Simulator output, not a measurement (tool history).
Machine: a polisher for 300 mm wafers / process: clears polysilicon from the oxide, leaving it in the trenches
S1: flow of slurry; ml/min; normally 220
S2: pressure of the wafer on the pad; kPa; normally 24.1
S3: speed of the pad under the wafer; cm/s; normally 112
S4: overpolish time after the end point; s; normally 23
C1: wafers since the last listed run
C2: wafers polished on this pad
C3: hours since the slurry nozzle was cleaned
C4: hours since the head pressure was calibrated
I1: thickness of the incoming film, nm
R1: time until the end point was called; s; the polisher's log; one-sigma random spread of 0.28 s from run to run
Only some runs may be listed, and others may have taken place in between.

{"run": 1, "hour": 0.0, "S1": 220, "S2": 24.1, "S3": 122, "S4": 23, "C1": 0, "C2": 152, "C3": 246.5, "C4": 985.2, "I1": 472.8, "R1": 24.3}
{"run": 2, "hour": 12.8, "S1": 220, "S2": 24.1, "S3": 122, "S4": 23, "C1": 162, "C2": 315, "C3": 259.3, "C4": 998, "I1": 475.1, "R1": 25.7}
{"hour": 32.0, "done": "worn pad replaced by a new one"}
{"run": 3, "hour": 32.5, "S1": 220, "S2": 24.1, "S3": 112, "S4": 23, "C1": 199, "C2": 6, "C3": 279, "C4": 1017.7, "I1": 481.1, "R1": 26.6}
{"run": 4, "hour": 43.5, "S1": 220, "S2": 18.6, "S3": 112, "S4": 23, "C1": 139, "C2": 146, "C3": 290, "C4": 1028.7, "I1": 482.2, "R1": 35}
{"run": 5, "hour": 50.0, "S1": 220, "S2": 18.6, "S3": 112, "S4": 23, "C1": 82, "C2": 229, "C3": 296.5, "C4": 1035.2, "I1": 474.3, "R1": 35.1}
{"hour": 63.9, "done": "slurry nozzle cleaned"}
{"run": 6, "hour": 64.4, "S1": 220, "S2": 18.6, "S3": 112, "S4": 23, "C1": 170, "C2": 400, "C3": 0.5, "C4": 1049.6, "I1": 473.3, "R1": 32.5}
{"hour": 71.7, "done": "worn pad replaced by a new one"}
{"run": 7, "hour": 72.2, "S1": 175, "S2": 24.1, "S3": 112, "S4": 23, "C1": 48, "C2": 6, "C3": 8.3, "C4": 1057.4, "I1": 474.9, "R1": 24.7}
{"run": 8, "hour": 104.5, "S1": 220, "S2": 24.1, "S3": 112, "S4": 23, "C1": 411, "C2": 417, "C3": 40.6, "C4": 1089.7, "I1": 481.3, "R1": 26.3}
{"hour": 112.0, "done": "worn pad replaced by a new one"}
{"run": 9, "hour": 112.5, "S1": 260, "S2": 24.1, "S3": 144, "S4": 23, "C1": 50, "C2": 6, "C3": 48.6, "C4": 1097.7, "I1": 478.1, "R1": 21.1}
{"run": 10, "hour": 128.3, "S1": 220, "S2": 20.7, "S3": 112, "S4": 23, "C1": 201, "C2": 207, "C3": 64.4, "C4": 1113.5, "I1": 487.4, "R1": 30.3}
{"run": 11, "hour": 136.2, "S1": 195, "S2": 27.6, "S3": 136, "S4": 28, "C1": 100, "C2": 308, "C3": 72.3, "C4": 1121.4, "I1": 485.2, "R1": 21.1}
{"hour": 145.6, "done": "head pressure recalibrated"}
{"run": 12, "hour": 151.3, "S1": 220, "S2": 24.1, "S3": 90, "S4": 28, "C1": 166, "C2": 474, "C3": 87.4, "C4": 5.7, "I1": 478.4, "R1": 31.1}
{"hour": 158.4, "done": "worn pad replaced by a new one"}
{"run": 13, "hour": 160.3, "S1": 220, "S2": 24.1, "S3": 122, "S4": 23, "C1": 63, "C2": 24, "C3": 96.4, "C4": 14.7, "I1": 478.1, "R1": 24.4}
{"run": 14, "hour": 169.0, "S1": 220, "S2": 20.7, "S3": 112, "S4": 23, "C1": 110, "C2": 134, "C3": 105.1, "C4": 23.4, "I1": 473.5, "R1": 30.1}
{"run": 15, "hour": 180.0, "S1": 220, "S2": 24.1, "S3": 112, "S4": 23, "C1": 139, "C2": 274, "C3": 116.1, "C4": 34.4, "I1": 473.9, "R1": 26.3}
{"run": 16, "hour": 190.1, "S1": 220, "S2": 29.6, "S3": 112, "S4": 23, "C1": 128, "C2": 403, "C3": 126.2, "C4": 44.5, "I1": 482.8, "R1": 22.5}

Consider 5 possible next runs. They are alternatives, not a sequence: every one starts from the tool as it was left by run 16. What does each give?
{"run": "A", "hour": 190.5, "S1": 220, "S2": 24.1, "S3": 112, "S4": 23, "C1": 5, "C2": 408, "C3": 126.6, "C4": 44.9, "I1": 484.2, "R1": "?"}
{"run": "B", "hour": 190.5, "S1": 150, "S2": 20.7, "S3": 128, "S4": 10, "C1": 5, "C2": 408, "C3": 126.6, "C4": 44.9, "I1": 484.2, "R1": "?"}
{"run": "C", "hour": 190.5, "S1": 220, "S2": 24.1, "S3": 112, "S4": 9, "C1": 5, "C2": 408, "C3": 126.6, "C4": 44.9, "I1": 484.2, "R1": "?"}
{"run": "D", "hour": 190.5, "S1": 285, "S2": 24.1, "S3": 112, "S4": 31, "C1": 5, "C2": 408, "C3": 126.6, "C4": 44.9, "I1": 484.2, "R1": "?"}
{"run": "E", "hour": 190.5, "S1": 220, "S2": 21.4, "S3": 112, "S4": 19, "C1": 5, "C2": 408, "C3": 126.6, "C4": 44.9, "I1": 484.2, "R1": "?"}

run=A R1=27.4
run=B R1=32.4
run=C R1=27.4
run=D R1=26.2
run=E R1=31
With no hidden state in the tool, these same runs would have given:
run=A R1=24.5
run=B R1=28.1
run=C R1=24.5
run=D R1=23.8
run=E R1=27.7
